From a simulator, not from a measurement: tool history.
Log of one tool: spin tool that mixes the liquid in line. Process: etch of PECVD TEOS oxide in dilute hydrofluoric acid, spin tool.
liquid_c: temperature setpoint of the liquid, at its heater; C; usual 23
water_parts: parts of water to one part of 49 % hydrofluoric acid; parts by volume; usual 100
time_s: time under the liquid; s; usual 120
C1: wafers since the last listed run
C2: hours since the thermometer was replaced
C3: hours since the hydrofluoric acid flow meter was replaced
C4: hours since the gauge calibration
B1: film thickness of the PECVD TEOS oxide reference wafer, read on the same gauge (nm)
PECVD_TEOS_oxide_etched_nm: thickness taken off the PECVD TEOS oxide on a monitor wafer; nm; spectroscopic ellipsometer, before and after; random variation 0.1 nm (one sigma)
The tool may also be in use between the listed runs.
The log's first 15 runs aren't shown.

run 16 hour=390.2 | liquid_c=20.5 water_parts=125 time_s=100 | C1=241 C2=681.9 C3=333.5 C4=697.3 | B1=139.97 | PECVD_TEOS_oxide_etched_nm=7.71
-- hour=412.2 gauge calibrated
run 17 hour=415 | liquid_c=23 water_parts=100 time_s=120 | C1=170 C2=706.7 C3=358.3 C4=2.8 | B1=140 | PECVD_TEOS_oxide_etched_nm=13.27
run 18 hour=446 | liquid_c=26 water_parts=125 time_s=90 | C1=212 C2=737.7 C3=389.3 C4=33.8 | B1=140 | PECVD_TEOS_oxide_etched_nm=8.52
run 19 hour=469.4 | liquid_c=18.5 water_parts=80 time_s=165 | C1=160 C2=761.1 C3=412.7 C4=57.2 | B1=140.01 | PECVD_TEOS_oxide_etched_nm=19.36
-- hour=492.1 thermometer replaced
run 20 hour=496.8 | liquid_c=23 water_parts=60 time_s=120 | C1=181 C2=4.7 C3=440.1 C4=84.6 | B1=140.01 | PECVD_TEOS_oxide_etched_nm=22.93
run 21 hour=520.8 | liquid_c=26 water_parts=65 time_s=185 | C1=164 C2=28.7 C3=464.1 C4=108.6 | B1=139.98 | PECVD_TEOS_oxide_etched_nm=36.9
run 22 hour=551.6 | liquid_c=23 water_parts=100 time_s=120 | C1=211 C2=59.5 C3=494.9 C4=139.4 | B1=140.01 | PECVD_TEOS_oxide_etched_nm=13.2
run 23 hour=584.5 | liquid_c=23 water_parts=100 time_s=90 | C1=226 C2=92.4 C3=527.8 C4=172.3 | B1=139.98 | PECVD_TEOS_oxide_etched_nm=9.72
run 24 hour=605.5 | liquid_c=23 water_parts=100 time_s=120 | C1=144 C2=113.4 C3=548.8 C4=193.3 | B1=140 | PECVD_TEOS_oxide_etched_nm=13.08
run 25 hour=635.3 | liquid_c=21 water_parts=60 time_s=85 | C1=204 C2=143.2 C3=578.6 C4=223.1 | B1=139.99 | PECVD_TEOS_oxide_etched_nm=14.97
run 26 hour=669.6 | liquid_c=19.5 water_parts=115 time_s=80 | C1=235 C2=177.5 C3=612.9 C4=257.4 | B1=139.98 | PECVD_TEOS_oxide_etched_nm=6.41
run 27 hour=690.9 | liquid_c=26.5 water_parts=125 time_s=55 | C1=146 C2=198.8 C3=634.2 C4=278.7 | B1=139.99 | PECVD_TEOS_oxide_etched_nm=5.31
run 28 hour=704.2 | liquid_c=23 water_parts=140 time_s=170 | C1=91 C2=212.1 C3=647.5 C4=292 | B1=140 | PECVD_TEOS_oxide_etched_nm=12.65
run 29 hour=721.5 | liquid_c=23 water_parts=100 time_s=120 | C1=118 C2=229.4 C3=664.8 C4=309.3 | B1=140 | PECVD_TEOS_oxide_etched_nm=13.02
run 30 hour=749.3 | liquid_c=23 water_parts=100 time_s=120 | C1=190 C2=257.2 C3=692.6 C4=337.1 | B1=140.01 | PECVD_TEOS_oxide_etched_nm=12.91
run 31 hour=773.4 | liquid_c=23 water_parts=100 time_s=120 | C1=165 C2=281.3 C3=716.7 C4=361.2 | B1=140.01 | PECVD_TEOS_oxide_etched_nm=12.86
run 32 hour=792.4 | liquid_c=23 water_parts=100 time_s=120 | C1=130 C2=300.3 C3=735.7 C4=380.2 | B1=140 | PECVD_TEOS_oxide_etched_nm=12.88

Forecast each of these 5 alternatives for the next run:
run A hour=792.8 | liquid_c=23 water_parts=100 time_s=120 | C1=2 C2=300.7 C3=736.1 C4=380.6 | B1=? | PECVD_TEOS_oxide_etched_nm=?
run B hour=792.8 | liquid_c=20 water_parts=150 time_s=65 | C1=2 C2=300.7 C3=736.1 C4=380.6 | B1=? | PECVD_TEOS_oxide_etched_nm=?
run C hour=792.8 | liquid_c=19.5 water_parts=70 time_s=100 | C1=2 C2=300.7 C3=736.1 C4=380.6 | B1=? | PECVD_TEOS_oxide_etched_nm=?
run D hour=792.8 | liquid_c=23 water_parts=75 time_s=95 | C1=2 C2=300.7 C3=736.1 C4=380.6 | B1=? | PECVD_TEOS_oxide_etched_nm=?
run E hour=792.8 | liquid_c=23 water_parts=100 time_s=85 | C1=2 C2=300.7 C3=736.1 C4=380.6 | B1=? | PECVD_TEOS_oxide_etched_nm=?

run=A B1=139.99 PECVD_TEOS_oxide_etched_nm=12.97
run=B B1=139.99 PECVD_TEOS_oxide_etched_nm=3.93
run=C B1=139.99 PECVD_TEOS_oxide_etched_nm=13.88
run=D B1=139.99 PECVD_TEOS_oxide_etched_nm=14.13
run=E B1=139.99 PECVD_TEOS_oxide_etched_nm=9.19
Without the tool's hidden state the same runs would have given:
run=A PECVD_TEOS_oxide_etched_nm=13.49
run=B PECVD_TEOS_oxide_etched_nm=4.09
run=C PECVD_TEOS_oxide_etched_nm=14.41
run=D PECVD_TEOS_oxide_etched_nm=14.68
run=E PECVD_TEOS_oxide_etched_nm=9.55
